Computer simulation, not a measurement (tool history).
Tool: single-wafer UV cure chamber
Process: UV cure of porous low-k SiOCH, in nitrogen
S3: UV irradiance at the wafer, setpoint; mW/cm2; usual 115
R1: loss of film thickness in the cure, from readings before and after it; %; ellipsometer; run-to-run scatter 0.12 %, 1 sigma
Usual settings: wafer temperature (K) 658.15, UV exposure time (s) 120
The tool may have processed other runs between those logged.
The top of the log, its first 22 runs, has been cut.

run 23 hour=1546.7 | wafer_temperature_(K)=658.15 UV_exposure_time_(s)=90 S3=115 | R1=6.072
run 24 hour=1601.4 | wafer_temperature_(K)=653.15 UV_exposure_time_(s)=100 S3=115 | R1=6.088
run 25 hour=1674.4 | wafer_temperature_(K)=658.15 UV_exposure_time_(s)=120 S3=115 | R1=7.055
-- hour=1716.4 UV bulbs replaced
run 26 hour=1716.9 | wafer_temperature_(K)=664.15 UV_exposure_time_(s)=80 S3=87 | R1=6.019
-- hour=1811.1 quartz window cleaned
run 27 hour=1811.6 | wafer_temperature_(K)=658.15 UV_exposure_time_(s)=120 S3=88 | R1=7.236
run 28 hour=1858.4 | wafer_temperature_(K)=673.15 UV_exposure_time_(s)=120 S3=115 | R1=8.731
run 29 hour=1935.8 | wafer_temperature_(K)=663.15 UV_exposure_time_(s)=85 S3=115 | R1=6.633
run 30 hour=1995.8 | wafer_temperature_(K)=665.15 UV_exposure_time_(s)=120 S3=152 | R1=9.42
run 31 hour=2088.5 | wafer_temperature_(K)=658.15 UV_exposure_time_(s)=120 S3=115 | R1=8.025
run 32 hour=2132.2 | wafer_temperature_(K)=658.15 UV_exposure_time_(s)=75 S3=115 | R1=6.074
-- hour=2221.7 quartz window cleaned
run 33 hour=2222.2 | wafer_temperature_(K)=665.15 UV_exposure_time_(s)=180 S3=155 | R1=10.69
run 34 hour=2279.3 | wafer_temperature_(K)=658.15 UV_exposure_time_(s)=120 S3=75 | R1=6.007
run 35 hour=2364.9 | wafer_temperature_(K)=640.15 UV_exposure_time_(s)=90 S3=115 | R1=6.238

Forecast each of these 5 alternatives for the next run:
run A hour=2365.3 | wafer_temperature_(K)=658.15 UV_exposure_time_(s)=120 S3=115 | R1=?
run B hour=2365.3 | wafer_temperature_(K)=640.15 UV_exposure_time_(s)=65 S3=82 | R1=?
run C hour=2365.3 | wafer_temperature_(K)=658.15 UV_exposure_time_(s)=120 S3=145 | R1=?
run D hour=2365.3 | wafer_temperature_(K)=650.15 UV_exposure_time_(s)=55 S3=133 | R1=?
run E hour=2365.3 | wafer_temperature_(K)=642.15 UV_exposure_time_(s)=165 S3=79 | R1=?

run=A R1=7.57
run=B R1=3.936
run=C R1=8.511
run=D R1=5.078
run=E R1=7.085
What these runs would have given with no unlogged condition in the tool:
run=A R1=8.566
run=B R1=4.699
run=C R1=9.537
run=D R1=5.948
run=E R1=8.062

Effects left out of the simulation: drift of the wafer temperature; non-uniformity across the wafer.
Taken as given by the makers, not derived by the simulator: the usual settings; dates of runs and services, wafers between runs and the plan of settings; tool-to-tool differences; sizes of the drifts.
